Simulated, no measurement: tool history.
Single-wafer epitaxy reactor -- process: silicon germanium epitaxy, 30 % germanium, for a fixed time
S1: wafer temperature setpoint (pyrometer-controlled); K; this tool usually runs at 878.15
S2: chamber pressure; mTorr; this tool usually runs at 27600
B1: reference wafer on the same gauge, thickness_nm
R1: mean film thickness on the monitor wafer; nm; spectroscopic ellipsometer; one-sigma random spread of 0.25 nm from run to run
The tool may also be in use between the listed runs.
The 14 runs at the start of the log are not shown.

| run | hour | S1 | S2 | B1 | R1 |
|---|---|---|---|---|---|
|  | 185.0 | gauge calibrated |
| 15 | 201.0 | 883.15 | 33600 | 73.726 | 83.173 |
| 16 | 210.9 | 882.15 | 24200 | 73.670 | 71.896 |
| 17 | 224.2 | 886.15 | 32200 | 73.761 | 85.944 |
| 18 | 236.8 | 878.15 | 27600 | 73.749 | 71.385 |
| 19 | 243.3 | 878.15 | 27600 | 73.679 | 71.253 |
| 20 | 261.3 | 866.15 | 33100 | 73.735 | 62.539 |
|  | 269.7 | showerhead replaced, of another model than before |
| 21 | 277.4 | 886.15 | 24000 | 73.643 | 77.972 |
| 22 | 290.2 | 883.15 | 30400 | 73.702 | 79.580 |
| 23 | 303.3 | 878.15 | 29700 | 73.697 | 73.248 |
| 24 | 315.9 | 885.15 | 33500 | 73.668 | 84.490 |
| 25 | 332.0 | 873.15 | 24100 | 73.760 | 63.253 |
| 26 | 343.7 | 884.15 | 24000 | 73.708 | 75.382 |
| 27 | 355.7 | 878.15 | 27600 | 73.688 | 71.274 |
| 28 | 365.5 | 878.15 | 27600 | 73.698 | 71.388 |
| 29 | 378.7 | 889.15 | 32900 | 73.676 | 89.021 |
| 30 | 396.3 | 885.15 | 30800 | 73.681 | 82.511 |
| 31 | 409.9 | 878.15 | 31100 | 73.691 | 74.001 |
| 32 | 417.0 | 866.15 | 33100 | 73.708 | 61.841 |
| 33 | 463.4 | 878.15 | 27600 | 73.592 | 71.175 |
| 34 | 476.4 | 878.15 | 27600 | 73.701 | 71.527 |

Branching from run 34: 5 alternative next runs. What would each branch give?
| A | 476.8 | 878.15 | 32900 | ? | ? |
| B | 476.8 | 883.15 | 31500 | ? | ? |
| C | 476.8 | 889.15 | 22400 | ? | ? |
| D | 476.8 | 871.15 | 31400 | ? | ? |
| E | 476.8 | 873.15 | 25000 | ? | ? |

| run | B1 | R1 |
|---|---|---|
| A | 73.728 | 75.442 |
| B | 73.728 | 80.587 |
| C | 73.728 | 80.296 |
| D | 73.728 | 66.506 |
| E | 73.728 | 64.284 |
The same runs, with their run-to-run variation unchanged, on a tool lacking any hidden condition would have given:
| run | R1 |
|---|---|
| A | 75.450 |
| B | 80.596 |
| C | 80.305 |
| D | 66.513 |
| E | 64.291 |
